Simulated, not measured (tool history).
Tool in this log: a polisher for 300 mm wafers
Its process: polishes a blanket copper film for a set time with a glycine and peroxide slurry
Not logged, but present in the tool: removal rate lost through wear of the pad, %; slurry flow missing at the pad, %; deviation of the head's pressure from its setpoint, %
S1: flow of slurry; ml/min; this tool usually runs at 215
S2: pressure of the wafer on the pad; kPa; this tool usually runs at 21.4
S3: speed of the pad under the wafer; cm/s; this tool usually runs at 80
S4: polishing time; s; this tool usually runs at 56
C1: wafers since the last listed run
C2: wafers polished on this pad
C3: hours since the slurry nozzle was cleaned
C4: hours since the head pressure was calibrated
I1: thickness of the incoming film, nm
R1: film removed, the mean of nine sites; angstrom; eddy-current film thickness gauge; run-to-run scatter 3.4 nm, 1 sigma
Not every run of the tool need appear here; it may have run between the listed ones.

{"run": 1, "hour": 0.0, "S1": 215, "S2": 21.4, "S3": 80, "S4": 56, "C1": 0, "C2": 2611, "C3": 234.1, "C4": 521.7, "I1": 1510.6, "R1": 2469}
{"run": 2, "hour": 45.8, "S1": 215, "S2": 21.4, "S3": 80, "S4": 56, "C1": 612, "C2": 3223, "C3": 279.9, "C4": 567.5, "I1": 1519.2, "R1": 2451}
{"run": 3, "hour": 87.2, "S1": 215, "S2": 26.9, "S3": 80, "S4": 56, "C1": 553, "C2": 3777, "C3": 321.3, "C4": 608.9, "I1": 1509.7, "R1": 2912}
{"run": 4, "hour": 116.4, "S1": 215, "S2": 26.9, "S3": 80, "S4": 56, "C1": 390, "C2": 4167, "C3": 350.5, "C4": 638.1, "I1": 1507.9, "R1": 2846}
{"run": 5, "hour": 177.9, "S1": 215, "S2": 26.9, "S3": 80, "S4": 56, "C1": 822, "C2": 4990, "C3": 412, "C4": 699.6, "I1": 1499.7, "R1": 2747}
{"run": 6, "hour": 226.5, "S1": 215, "S2": 21.4, "S3": 74, "S4": 56, "C1": 650, "C2": 5640, "C3": 460.6, "C4": 748.2, "I1": 1525.5, "R1": 2106}
{"hour": 244.4, "done": "slurry nozzle cleaned"}
{"run": 7, "hour": 253.2, "S1": 215, "S2": 21.4, "S3": 80, "S4": 56, "C1": 343, "C2": 5984, "C3": 8.8, "C4": 774.9, "I1": 1515.8, "R1": 2250}
{"hour": 267.1, "done": "worn pad replaced by a new one"}
{"run": 8, "hour": 322.8, "S1": 215, "S2": 21.4, "S3": 80, "S4": 56, "C1": 877, "C2": 745, "C3": 78.4, "C4": 844.5, "I1": 1521.6, "R1": 2587}
{"run": 9, "hour": 356.2, "S1": 215, "S2": 21.4, "S3": 80, "S4": 56, "C1": 446, "C2": 1192, "C3": 111.8, "C4": 877.9, "I1": 1499.2, "R1": 2595}
{"run": 10, "hour": 417.0, "S1": 215, "S2": 21.4, "S3": 80, "S4": 56, "C1": 813, "C2": 2005, "C3": 172.6, "C4": 938.7, "I1": 1516.2, "R1": 2586}
{"run": 11, "hour": 487.5, "S1": 215, "S2": 21.4, "S3": 68, "S4": 56, "C1": 942, "C2": 2948, "C3": 243.1, "C4": 1009.2, "I1": 1529.1, "R1": 2183}
{"run": 12, "hour": 531.6, "S1": 215, "S2": 21.4, "S3": 68, "S4": 45, "C1": 589, "C2": 3538, "C3": 287.2, "C4": 1053.3, "I1": 1529.3, "R1": 1767}
{"run": 13, "hour": 574.0, "S1": 215, "S2": 21.4, "S3": 68, "S4": 45, "C1": 567, "C2": 4105, "C3": 329.6, "C4": 1095.7, "I1": 1516.8, "R1": 1692}
{"run": 14, "hour": 598.8, "S1": 215, "S2": 21.4, "S3": 80, "S4": 56, "C1": 331, "C2": 4437, "C3": 354.4, "C4": 1120.5, "I1": 1533.1, "R1": 2337}
{"hour": 633.9, "done": "head pressure recalibrated"}
{"run": 15, "hour": 668.6, "S1": 215, "S2": 21.4, "S3": 80, "S4": 56, "C1": 906, "C2": 5344, "C3": 424.2, "C4": 34.7, "I1": 1519.8, "R1": 2235}
{"hour": 711.1, "done": "worn pad replaced by a new one"}
{"hour": 730.8, "done": "slurry nozzle cleaned"}
{"run": 16, "hour": 740.1, "S1": 215, "S2": 21.4, "S3": 80, "S4": 56, "C1": 889, "C2": 375, "C3": 9.3, "C4": 106.2, "I1": 1494.5, "R1": 2595}
{"run": 17, "hour": 788.5, "S1": 215, "S2": 15.2, "S3": 80, "S4": 62, "C1": 647, "C2": 1022, "C3": 57.7, "C4": 154.6, "I1": 1516.4, "R1": 2193}
{"run": 18, "hour": 835.2, "S1": 215, "S2": 21.4, "S3": 100, "S4": 56, "C1": 624, "C2": 1647, "C3": 104.4, "C4": 201.3, "I1": 1495.7, "R1": 3132}
{"run": 19, "hour": 877.6, "S1": 215, "S2": 21.4, "S3": 80, "S4": 56, "C1": 567, "C2": 2214, "C3": 146.8, "C4": 243.7, "I1": 1544.3, "R1": 2554}
{"run": 20, "hour": 901.8, "S1": 240, "S2": 18.6, "S3": 80, "S4": 56, "C1": 323, "C2": 2537, "C3": 171, "C4": 267.9, "I1": 1545.8, "R1": 2360}
{"run": 21, "hour": 972.2, "S1": 215, "S2": 21.4, "S3": 80, "S4": 63, "C1": 941, "C2": 3479, "C3": 241.4, "C4": 338.3, "I1": 1507.8, "R1": 2796}
{"run": 22, "hour": 1041.2, "S1": 215, "S2": 17.2, "S3": 64, "S4": 56, "C1": 922, "C2": 4402, "C3": 310.4, "C4": 407.3, "I1": 1526.6, "R1": 1709}
{"hour": 1196.2, "done": "slurry nozzle cleaned"}
{"hour": 1201.2, "done": "worn pad replaced by a new one"}
{"run": 23, "hour": 1213.6, "S1": 240, "S2": 21.4, "S3": 94, "S4": 64, "C1": 2239, "C2": 166, "C3": 17.4, "C4": 579.7, "I1": 1507.9, "R1": 3454}
{"run": 24, "hour": 1252.6, "S1": 240, "S2": 21.4, "S3": 80, "S4": 36, "C1": 521, "C2": 687, "C3": 56.4, "C4": 618.7, "I1": 1519, "R1": 1695}
{"run": 25, "hour": 1305.4, "S1": 215, "S2": 21.4, "S3": 80, "S4": 56, "C1": 706, "C2": 1394, "C3": 109.2, "C4": 671.5, "I1": 1528.5, "R1": 2611}
{"run": 26, "hour": 1369.8, "S1": 215, "S2": 21.4, "S3": 80, "S4": 56, "C1": 861, "C2": 2255, "C3": 173.6, "C4": 735.9, "I1": 1528.8, "R1": 2517}
{"run": 27, "hour": 1419.7, "S1": 215, "S2": 21.4, "S3": 80, "S4": 56, "C1": 667, "C2": 2922, "C3": 223.5, "C4": 785.8, "I1": 1510.9, "R1": 2453}
{"run": 28, "hour": 1450.9, "S1": 250, "S2": 21.4, "S3": 80, "S4": 56, "C1": 417, "C2": 3340, "C3": 254.7, "C4": 817, "I1": 1523.4, "R1": 2550}
{"run": 29, "hour": 1488.1, "S1": 280, "S2": 21.4, "S3": 96, "S4": 44, "C1": 497, "C2": 3837, "C3": 291.9, "C4": 854.2, "I1": 1522.9, "R1": 2272}
{"run": 30, "hour": 1532.2, "S1": 170, "S2": 21.4, "S3": 80, "S4": 56, "C1": 589, "C2": 4427, "C3": 336, "C4": 898.3, "I1": 1506, "R1": 2279}
{"run": 31, "hour": 1573.4, "S1": 215, "S2": 25.5, "S3": 80, "S4": 42, "C1": 551, "C2": 4978, "C3": 377.2, "C4": 939.5, "I1": 1508.8, "R1": 2026}
{"run": 32, "hour": 1602.6, "S1": 275, "S2": 28.3, "S3": 64, "S4": 47, "C1": 390, "C2": 5369, "C3": 406.4, "C4": 968.7, "I1": 1526.7, "R1": 2044}
{"hour": 1609.9, "done": "slurry nozzle cleaned"}
{"run": 33, "hour": 1652.5, "S1": 215, "S2": 19.3, "S3": 80, "S4": 56, "C1": 654, "C2": 6023, "C3": 42.6, "C4": 1018.6, "I1": 1519, "R1": 2074}
{"hour": 1690.2, "done": "worn pad replaced by a new one"}
{"run": 34, "hour": 1712.3, "S1": 215, "S2": 21.4, "S3": 80, "S4": 56, "C1": 746, "C2": 295, "C3": 102.4, "C4": 1078.4, "I1": 1532.1, "R1": 2586}
{"run": 35, "hour": 1773.6, "S1": 215, "S2": 21.4, "S3": 80, "S4": 56, "C1": 819, "C2": 1114, "C3": 163.7, "C4": 1139.7, "I1": 1518.4, "R1": 2596}
{"hour": 1791.9, "done": "head pressure recalibrated"}
{"run": 36, "hour": 1824.3, "S1": 215, "S2": 21.4, "S3": 80, "S4": 56, "C1": 651, "C2": 1766, "C3": 214.4, "C4": 32.4, "I1": 1545.7, "R1": 2541}
{"run": 37, "hour": 1878.3, "S1": 215, "S2": 17.2, "S3": 64, "S4": 56, "C1": 722, "C2": 2488, "C3": 268.4, "C4": 86.4, "I1": 1539.6, "R1": 1784}
{"run": 38, "hour": 1903.2, "S1": 215, "S2": 25.5, "S3": 80, "S4": 56, "C1": 333, "C2": 2821, "C3": 293.3, "C4": 111.3, "I1": 1501.7, "R1": 2834}

What if the next run were any one of these 3? Each begins from the tool's condition after run 38:
{"run": "A", "hour": 1903.6, "S1": 215, "S2": 21.4, "S3": 66, "S4": 56, "C1": 5, "C2": 2826, "C3": 293.7, "C4": 111.7, "I1": 1514.1, "R1": "?"}
{"run": "B", "hour": 1903.6, "S1": 215, "S2": 21.4, "S3": 98, "S4": 37, "C1": 5, "C2": 2826, "C3": 293.7, "C4": 111.7, "I1": 1514.1, "R1": "?"}
{"run": "C", "hour": 1903.6, "S1": 215, "S2": 27.6, "S3": 80, "S4": 56, "C1": 5, "C2": 2826, "C3": 293.7, "C4": 111.7, "I1": 1514.1, "R1": "?"}

run=A R1=2145
run=B R1=1950
run=C R1=3083
Had the tool no hidden state, the same runs would have come out as:
run=A R1=2315
run=B R1=2105
run=C R1=3327

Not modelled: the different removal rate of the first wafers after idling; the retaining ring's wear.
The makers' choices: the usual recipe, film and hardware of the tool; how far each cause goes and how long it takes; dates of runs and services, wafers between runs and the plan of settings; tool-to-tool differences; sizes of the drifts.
